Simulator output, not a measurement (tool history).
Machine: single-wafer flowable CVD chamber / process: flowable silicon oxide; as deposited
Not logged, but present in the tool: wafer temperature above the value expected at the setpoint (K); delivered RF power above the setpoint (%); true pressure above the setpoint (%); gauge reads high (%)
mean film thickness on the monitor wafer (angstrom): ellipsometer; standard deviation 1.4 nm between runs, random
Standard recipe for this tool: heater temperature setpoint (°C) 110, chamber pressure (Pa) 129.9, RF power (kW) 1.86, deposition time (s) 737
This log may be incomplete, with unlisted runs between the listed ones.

run,day,heater temperature setpoint (°C),chamber pressure (Pa),RF power (kW),deposition time (s),wafers since the last listed run,hours since the last thermocouple change,hours since the last RF generator calibration,hours since the last manometer calibration,hours since the showerhead was replaced,hours since the gauge calibration,"read-back reference wafer on the same gauge, thickness_nm",mean film thickness on the monitor wafer (angstrom)
1,0,110,129.9,1.86,737,0,1478.6,1819.4,627.5,2796.7,652.1,434.171,3666.05
2,2.683,110,129.9,1.86,737,120,1543,1883.8,691.9,2861.1,716.5,434.238,3663.64
3,6.708,110,129.9,1.86,737,180,1639.6,1980.4,788.5,2957.7,813.1,434.145,3653.71
4,10.571,110,129.9,1.86,737,173,1732.3,2073.1,881.2,3050.4,905.8,433.695,3669.25
5,12.479,110,129.9,1.86,737,85,1778.1,2118.9,927,3096.2,951.6,434.026,3652.48
6,14.842,110,129.9,1.86,737,106,1834.8,2175.6,983.7,3152.9,1008.3,433.538,3638.02
7,17.212,110,129.9,1.86,737,106,1891.7,2232.5,1040.6,3209.8,1065.2,434.014,3651.08
8,19.517,110,129.9,1.86,737,103,1947,2287.8,1095.9,3265.1,1120.5,433.731,3640.63
# day 21.571: gauge calibrated
9,22.279,110,129.9,1.86,737,123,2013.3,2354.1,1162.2,3331.4,17,434.132,3632.45
10,24.329,124,150.7,2.13,671,91,2062.5,2403.3,1211.4,3380.6,66.2,433.513,2427.4
# day 25.108: thermocouple changed; heater temperature recalibrated
11,26.25,103,129.9,1.86,737,71,27.4,2449.4,1257.5,3426.7,112.3,433.33,4908.43
# day 28.162: RF generator calibrated
# day 29.212: showerhead replaced, of another model than before
12,30.367,110,129.9,1.86,737,154,126.2,52.9,1356.3,27.7,211.1,433.91,3780.33
# day 33.138: capacitance manometer re-zeroed and calibrated
13,33.158,104,112,1.86,737,110,193.2,119.9,0.5,94.7,278.1,434.281,4318.77
14,37.158,110,129.9,2.07,843,179,289.2,215.9,96.5,190.7,374.1,434.147,4381.09
15,41.033,110,111.1,1.645,737,173,382.2,308.9,189.5,283.7,467.1,434.261,3332.24
16,44.671,110,129.9,1.86,737,163,469.5,396.2,276.8,371,554.4,433.986,3744.63
17,47.604,110,129.9,1.86,737,131,539.9,466.6,347.2,441.4,624.8,434.518,3739.57
18,50.75,105,157.5,1.86,737,141,615.4,542.1,422.7,516.9,700.3,434.055,5058.8
19,53.221,110,129.9,1.86,737,110,674.7,601.4,482,576.2,759.6,434.33,3732.03

3 options for the next run, each taken on its own from the tool as it stands now. Forecast them:
A,53.246,110,129.9,1.86,737,1,675.3,602,482.6,576.8,760.2,?,?
B,53.246,124,100.8,1.71,618,1,675.3,602,482.6,576.8,760.2,?,?
C,53.246,110,111.3,1.525,775,1,675.3,602,482.6,576.8,760.2,?,?

run,"read-back reference wafer on the same gauge, thickness_nm",mean film thickness on the monitor wafer (angstrom)
A,434.391,3727.9
B,434.391,1665.02
C,434.391,3427.35
Had the tool no hidden state, the same runs would have come out as:
run,mean film thickness on the monitor wafer (angstrom)
A,3797.23
B,1690.87
C,3491.09

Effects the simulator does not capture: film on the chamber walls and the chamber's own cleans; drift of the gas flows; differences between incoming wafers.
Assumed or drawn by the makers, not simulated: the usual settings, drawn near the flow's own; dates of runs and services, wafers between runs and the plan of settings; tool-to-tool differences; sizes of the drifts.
